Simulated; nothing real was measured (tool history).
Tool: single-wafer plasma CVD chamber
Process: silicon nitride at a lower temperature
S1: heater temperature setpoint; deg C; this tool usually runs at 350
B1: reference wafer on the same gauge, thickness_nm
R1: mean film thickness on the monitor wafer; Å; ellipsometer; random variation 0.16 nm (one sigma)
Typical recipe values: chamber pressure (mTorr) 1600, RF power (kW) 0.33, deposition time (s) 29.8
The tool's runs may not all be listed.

run 1 hour=0 | S1=346 chamber_pressure_(mTorr)=1600 RF_power_(kW)=0.33 deposition_time_(s)=29.8 | B1=44.898 | R1=389.25
run 2 hour=22.9 | S1=346 chamber_pressure_(mTorr)=1600 RF_power_(kW)=0.33 deposition_time_(s)=29.8 | B1=44.896 | R1=387.5
run 3 hour=50.4 | S1=350 chamber_pressure_(mTorr)=1600 RF_power_(kW)=0.33 deposition_time_(s)=29.8 | B1=44.92 | R1=390.41
run 4 hour=85.6 | S1=350 chamber_pressure_(mTorr)=1600 RF_power_(kW)=0.33 deposition_time_(s)=29.8 | B1=44.91 | R1=385.91
run 5 hour=115.3 | S1=345 chamber_pressure_(mTorr)=1600 RF_power_(kW)=0.33 deposition_time_(s)=29.8 | B1=44.982 | R1=388.49
run 6 hour=221.3 | S1=345 chamber_pressure_(mTorr)=1600 RF_power_(kW)=0.33 deposition_time_(s)=29.8 | B1=44.918 | R1=391.76
run 7 hour=246.6 | S1=350 chamber_pressure_(mTorr)=1600 RF_power_(kW)=0.33 deposition_time_(s)=29.8 | B1=44.863 | R1=386.91
run 8 hour=264.6 | S1=350 chamber_pressure_(mTorr)=1400 RF_power_(kW)=0.33 deposition_time_(s)=29.8 | B1=44.913 | R1=368.12
run 9 hour=277.8 | S1=357 chamber_pressure_(mTorr)=1960 RF_power_(kW)=0.33 deposition_time_(s)=29.8 | B1=44.994 | R1=415.15
run 10 hour=300.8 | S1=350 chamber_pressure_(mTorr)=1600 RF_power_(kW)=0.33 deposition_time_(s)=29.8 | B1=44.923 | R1=392.16
run 11 hour=318.7 | S1=350 chamber_pressure_(mTorr)=1600 RF_power_(kW)=0.33 deposition_time_(s)=29.8 | B1=44.859 | R1=389.96
run 12 hour=347 | S1=337 chamber_pressure_(mTorr)=1880 RF_power_(kW)=0.265 deposition_time_(s)=25.3 | B1=44.9 | R1=297.89
run 13 hour=362.6 | S1=350 chamber_pressure_(mTorr)=1470 RF_power_(kW)=0.33 deposition_time_(s)=24.9 | B1=44.962 | R1=316.59
run 14 hour=404.3 | S1=350 chamber_pressure_(mTorr)=1420 RF_power_(kW)=0.33 deposition_time_(s)=29.8 | B1=44.908 | R1=372.99
run 15 hour=428.2 | S1=342 chamber_pressure_(mTorr)=1240 RF_power_(kW)=0.36 deposition_time_(s)=32.8 | B1=44.945 | R1=412.96
run 16 hour=458.8 | S1=350 chamber_pressure_(mTorr)=1600 RF_power_(kW)=0.33 deposition_time_(s)=29.8 | B1=44.855 | R1=388.69
run 17 hour=494.2 | S1=350 chamber_pressure_(mTorr)=1600 RF_power_(kW)=0.33 deposition_time_(s)=29.8 | B1=44.932 | R1=390.47
run 18 hour=508.4 | S1=350 chamber_pressure_(mTorr)=1870 RF_power_(kW)=0.33 deposition_time_(s)=29.8 | B1=44.952 | R1=411.83
run 19 hour=528.5 | S1=350 chamber_pressure_(mTorr)=1880 RF_power_(kW)=0.3 deposition_time_(s)=29.8 | B1=44.891 | R1=381.97
run 20 hour=550.3 | S1=350 chamber_pressure_(mTorr)=1940 RF_power_(kW)=0.33 deposition_time_(s)=25.7 | B1=44.855 | R1=358.25
run 21 hour=573 | S1=350 chamber_pressure_(mTorr)=1770 RF_power_(kW)=0.38 deposition_time_(s)=24.5 | B1=44.903 | R1=364.64
run 22 hour=590.8 | S1=350 chamber_pressure_(mTorr)=1600 RF_power_(kW)=0.355 deposition_time_(s)=24.1 | B1=44.975 | R1=329.92
run 23 hour=605.6 | S1=356 chamber_pressure_(mTorr)=1600 RF_power_(kW)=0.33 deposition_time_(s)=29.8 | B1=44.91 | R1=388.89
run 24 hour=639.7 | S1=335 chamber_pressure_(mTorr)=1940 RF_power_(kW)=0.37 deposition_time_(s)=26.9 | B1=44.849 | R1=407.81
run 25 hour=671.5 | S1=337 chamber_pressure_(mTorr)=1600 RF_power_(kW)=0.33 deposition_time_(s)=32.2 | B1=44.951 | R1=420.81
run 26 hour=701 | S1=350 chamber_pressure_(mTorr)=1600 RF_power_(kW)=0.33 deposition_time_(s)=29.8 | B1=44.856 | R1=389.37
run 27 hour=714 | S1=350 chamber_pressure_(mTorr)=1600 RF_power_(kW)=0.33 deposition_time_(s)=25.8 | B1=44.849 | R1=337.35
run 28 hour=742.2 | S1=337 chamber_pressure_(mTorr)=1600 RF_power_(kW)=0.355 deposition_time_(s)=26.8 | B1=44.921 | R1=368.65

Taken out of this log: 4 entries between the listed runs. Where each belongs, and how the hidden state differs across it:
In the gap between runs 5 and 6: thermocouple changed; heater temperature recalibrated (hour 204.3)
  both runs share identical hidden conditions
In the gap between runs 9 and 10: showerhead replaced (hour 300.3)
  both runs share identical hidden conditions
In the gap between runs 13 and 14: capacitance manometer re-zeroed and calibrated (hour 403.8)
  both runs share identical hidden conditions
In the gap between runs 27 and 28: gauge calibrated (hour 723.6)
  both runs share identical hidden conditions

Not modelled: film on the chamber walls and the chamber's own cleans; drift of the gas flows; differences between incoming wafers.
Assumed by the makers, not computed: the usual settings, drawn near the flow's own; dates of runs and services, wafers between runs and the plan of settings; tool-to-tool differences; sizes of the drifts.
